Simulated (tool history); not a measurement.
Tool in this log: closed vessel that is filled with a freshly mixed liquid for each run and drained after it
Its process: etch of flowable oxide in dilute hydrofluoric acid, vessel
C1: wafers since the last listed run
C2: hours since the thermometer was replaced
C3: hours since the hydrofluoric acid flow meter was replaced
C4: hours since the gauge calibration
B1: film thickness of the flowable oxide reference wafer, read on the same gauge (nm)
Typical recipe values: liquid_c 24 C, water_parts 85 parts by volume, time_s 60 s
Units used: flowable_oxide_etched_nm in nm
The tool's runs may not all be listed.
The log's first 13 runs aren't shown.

-- day=34.746 hydrofluoric acid flow meter replaced
run 14 day=35.442 | liquid_c=24 water_parts=95 time_s=60 | C1=4324 C2=654.2 C3=16.7 C4=1425.3 | B1=109.99 | flowable_oxide_etched_nm=15.42
run 15 day=37.012 | liquid_c=24 water_parts=85 time_s=60 | C1=2942 C2=691.9 C3=54.4 C4=1463 | B1=110 | flowable_oxide_etched_nm=17.6
run 16 day=38.833 | liquid_c=19 water_parts=85 time_s=60 | C1=3411 C2=735.6 C3=98.1 C4=1506.7 | B1=109.99 | flowable_oxide_etched_nm=14.35
run 17 day=40.958 | liquid_c=24 water_parts=105 time_s=60 | C1=3981 C2=786.6 C3=149.1 C4=1557.7 | B1=110.02 | flowable_oxide_etched_nm=13.94
run 18 day=42.221 | liquid_c=21.5 water_parts=50 time_s=60 | C1=2365 C2=816.9 C3=179.4 C4=1588 | B1=110.01 | flowable_oxide_etched_nm=27.75
run 19 day=44.771 | liquid_c=24 water_parts=85 time_s=60 | C1=4777 C2=878.1 C3=240.6 C4=1649.2 | B1=109.99 | flowable_oxide_etched_nm=17.09
run 20 day=46.746 | liquid_c=20.5 water_parts=55 time_s=75 | C1=3700 C2=925.5 C3=288 C4=1696.6 | B1=110.03 | flowable_oxide_etched_nm=29.68
run 21 day=47.979 | liquid_c=24 water_parts=125 time_s=60 | C1=2310 C2=955.1 C3=317.6 C4=1726.2 | B1=110 | flowable_oxide_etched_nm=11.17
-- day=50.033 gauge calibrated
run 22 day=50.688 | liquid_c=28 water_parts=100 time_s=75 | C1=5073 C2=1020.1 C3=382.6 C4=15.7 | B1=110 | flowable_oxide_etched_nm=20.91
run 23 day=51.721 | liquid_c=21.5 water_parts=45 time_s=90 | C1=1935 C2=1044.9 C3=407.4 C4=40.5 | B1=110.01 | flowable_oxide_etched_nm=45.62
run 24 day=52.875 | liquid_c=22.5 water_parts=105 time_s=40 | C1=2162 C2=1072.6 C3=435.1 C4=68.2 | B1=110 | flowable_oxide_etched_nm=8.35
-- day=53.388 thermometer replaced
run 25 day=60.621 | liquid_c=24 water_parts=85 time_s=60 | C1=14433 C2=173.6 C3=621 C4=254.1 | B1=110.01 | flowable_oxide_etched_nm=18.07
run 26 day=61.888 | liquid_c=24 water_parts=85 time_s=60 | C1=2373 C2=204 C3=651.4 C4=284.5 | B1=109.98 | flowable_oxide_etched_nm=18.43
run 27 day=64.204 | liquid_c=29 water_parts=60 time_s=85 | C1=4340 C2=259.6 C3=707 C4=340.1 | B1=110 | flowable_oxide_etched_nm=47.2
run 28 day=65.321 | liquid_c=24 water_parts=85 time_s=50 | C1=2092 C2=286.4 C3=733.8 C4=366.9 | B1=110 | flowable_oxide_etched_nm=15.31
run 29 day=66.767 | liquid_c=28 water_parts=45 time_s=60 | C1=2708 C2=321.1 C3=768.5 C4=401.6 | B1=110.01 | flowable_oxide_etched_nm=42.49
run 30 day=68.183 | liquid_c=28 water_parts=55 time_s=35 | C1=2654 C2=355.1 C3=802.5 C4=435.6 | B1=110 | flowable_oxide_etched_nm=19.81

What if the next run were any one of these 5? Each begins from the tool's condition after run 30:
run A day=68.212 | liquid_c=24 water_parts=85 time_s=85 | C1=54 C2=355.8 C3=803.2 C4=436.3 | B1=? | flowable_oxide_etched_nm=?
run B day=68.212 | liquid_c=24 water_parts=120 time_s=80 | C1=54 C2=355.8 C3=803.2 C4=436.3 | B1=? | flowable_oxide_etched_nm=?
run C day=68.212 | liquid_c=21 water_parts=85 time_s=75 | C1=54 C2=355.8 C3=803.2 C4=436.3 | B1=? | flowable_oxide_etched_nm=?
run D day=68.212 | liquid_c=28 water_parts=120 time_s=60 | C1=54 C2=355.8 C3=803.2 C4=436.3 | B1=? | flowable_oxide_etched_nm=?
run E day=68.212 | liquid_c=28.5 water_parts=120 time_s=85 | C1=54 C2=355.8 C3=803.2 C4=436.3 | B1=? | flowable_oxide_etched_nm=?

run=A B1=110.01 flowable_oxide_etched_nm=25.68
run=B B1=110.01 flowable_oxide_etched_nm=16.42
run=C B1=110.01 flowable_oxide_etched_nm=20.03
run=D B1=110.01 flowable_oxide_etched_nm=14.38
run=E B1=110.01 flowable_oxide_etched_nm=20.77
Without the tool's hidden state the same runs would have given:
run=A flowable_oxide_etched_nm=26.98
run=B flowable_oxide_etched_nm=17.24
run=C flowable_oxide_etched_nm=21.08
run=D flowable_oxide_etched_nm=15.07
run=E flowable_oxide_etched_nm=21.75
